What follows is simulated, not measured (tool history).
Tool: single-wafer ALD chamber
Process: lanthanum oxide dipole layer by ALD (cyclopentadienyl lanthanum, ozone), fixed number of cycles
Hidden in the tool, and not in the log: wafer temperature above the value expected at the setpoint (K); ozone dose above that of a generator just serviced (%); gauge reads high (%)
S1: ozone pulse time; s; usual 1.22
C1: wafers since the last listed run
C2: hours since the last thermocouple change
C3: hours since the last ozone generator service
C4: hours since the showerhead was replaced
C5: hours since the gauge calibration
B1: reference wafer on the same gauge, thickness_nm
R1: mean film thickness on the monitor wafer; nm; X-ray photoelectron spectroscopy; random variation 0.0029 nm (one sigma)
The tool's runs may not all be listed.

| run | day | S1 | C1 | C2 | C3 | C4 | C5 | B1 | R1 |
|---|---|---|---|---|---|---|---|---|---|
| 1 | 0 | 1.42 | 0 | 16.8 | 677 | 7479.5 | 1852.5 | 0.455 | 0.48 |
| 2 | 2.267 | 1.42 | 804 | 71.2 | 731.4 | 7533.9 | 1906.9 | 0.455 | 0.483 |
| 3 | 3.421 | 1.42 | 409 | 98.9 | 759.1 | 7561.6 | 1934.6 | 0.455 | 0.478 |
| 4 | 5.588 | 1.22 | 769 | 150.9 | 811.1 | 7613.6 | 1986.6 | 0.455 | 0.461 |
| 5 | 7.567 | 1.22 | 702 | 198.4 | 858.6 | 7661.1 | 2034.1 | 0.455 | 0.459 |
| 6 | 8.825 | 1.38 | 446 | 228.6 | 888.8 | 7691.3 | 2064.3 | 0.455 | 0.472 |
| 7 | 10.883 | 1.38 | 730 | 278 | 938.2 | 7740.7 | 2113.7 | 0.455 | 0.472 |
| 8 | 12.896 | 1.38 | 714 | 326.3 | 986.5 | 7789 | 2162 | 0.455 | 0.468 |
| 9 | 14.692 | 0.93 | 637 | 369.4 | 1029.6 | 7832.1 | 2205.1 | 0.455 | 0.42 |
|  | 15.738 | gauge calibrated |
| 10 | 16.538 | 0.93 | 655 | 413.7 | 1073.9 | 7876.4 | 19.2 | 0.455 | 0.419 |
| 11 | 19.05 | 1.34 | 892 | 474 | 1134.2 | 7936.7 | 79.5 | 0.455 | 0.458 |
|  | 19.604 | ozone generator serviced |
| 12 | 20.742 | 1.37 | 482 | 514.6 | 27.3 | 7977.3 | 120.1 | 0.455 | 0.494 |
| 13 | 22.254 | 1.57 | 537 | 550.9 | 63.6 | 8013.6 | 156.4 | 0.455 | 0.505 |
| 14 | 24.079 | 1.5 | 648 | 594.7 | 107.4 | 8057.4 | 200.2 | 0.456 | 0.506 |
| 15 | 25.608 | 1.22 | 542 | 631.4 | 144.1 | 8094.1 | 236.9 | 0.455 | 0.483 |
| 16 | 27.058 | 1.61 | 514 | 666.2 | 178.9 | 8128.9 | 271.7 | 0.454 | 0.508 |
| 17 | 29.8 | 1.22 | 973 | 732 | 244.7 | 8194.7 | 337.5 | 0.455 | 0.482 |
| 18 | 31.225 | 1.67 | 505 | 766.2 | 278.9 | 8228.9 | 371.7 | 0.455 | 0.506 |
|  | 33.05 | showerhead replaced |
| 19 | 33.771 | 1.22 | 785 | 827.3 | 340 | 17.3 | 432.8 | 0.455 | 0.483 |
| 20 | 36.525 | 1.51 | 977 | 893.4 | 406.1 | 83.4 | 498.9 | 0.455 | 0.496 |
| 21 | 38.104 | 1.5 | 560 | 931.3 | 444 | 121.3 | 536.8 | 0.455 | 0.5 |
| 22 | 39.142 | 1.35 | 368 | 956.2 | 468.9 | 146.2 | 561.7 | 0.455 | 0.489 |
| 23 | 41.212 | 1.56 | 735 | 1005.9 | 518.6 | 195.9 | 611.4 | 0.455 | 0.496 |
| 24 | 43.867 | 0.77 | 942 | 1069.6 | 582.3 | 259.6 | 675.1 | 0.455 | 0.424 |
| 25 | 45.738 | 0.79 | 664 | 1114.5 | 627.2 | 304.5 | 720 | 0.455 | 0.429 |
| 26 | 47.554 | 1.22 | 645 | 1158.1 | 670.8 | 348.1 | 763.6 | 0.455 | 0.472 |
| 27 | 49.038 | 0.92 | 526 | 1193.7 | 706.4 | 383.7 | 799.2 | 0.455 | 0.44 |
| 28 | 51.25 | 1.7 | 785 | 1246.8 | 759.5 | 436.8 | 852.3 | 0.455 | 0.503 |
| 29 | 52.804 | 1.22 | 551 | 1284.1 | 796.8 | 474.1 | 889.6 | 0.455 | 0.466 |
| 30 | 54.183 | 0.85 | 489 | 1317.2 | 829.9 | 507.2 | 922.7 | 0.455 | 0.427 |
| 31 | 55.258 | 0.76 | 381 | 1343 | 855.7 | 533 | 948.5 | 0.455 | 0.412 |
| 32 | 56.458 | 1.49 | 426 | 1371.8 | 884.5 | 561.8 | 977.3 | 0.455 | 0.482 |
| 33 | 58.017 | 1.68 | 553 | 1409.2 | 921.9 | 599.2 | 1014.7 | 0.455 | 0.497 |
| 34 | 59.962 | 0.83 | 690 | 1455.9 | 968.6 | 645.9 | 1061.4 | 0.455 | 0.416 |

Forecast each of these 4 alternatives for the next run:
| A | 59.979 | 1.43 | 5 | 1456.3 | 969 | 646.3 | 1061.8 | ? | ? |
| B | 59.979 | 1.65 | 5 | 1456.3 | 969 | 646.3 | 1061.8 | ? | ? |
| C | 59.979 | 0.74 | 5 | 1456.3 | 969 | 646.3 | 1061.8 | ? | ? |
| D | 59.979 | 0.86 | 5 | 1456.3 | 969 | 646.3 | 1061.8 | ? | ? |

| run | B1 | R1 |
|---|---|---|
| A | 0.455 | 0.482 |
| B | 0.455 | 0.496 |
| C | 0.455 | 0.404 |
| D | 0.455 | 0.422 |
Without the tool's hidden state the same runs would have given:
| run | R1 |
|---|---|
| A | 0.507 |
| B | 0.517 |
| C | 0.444 |
| D | 0.46 |
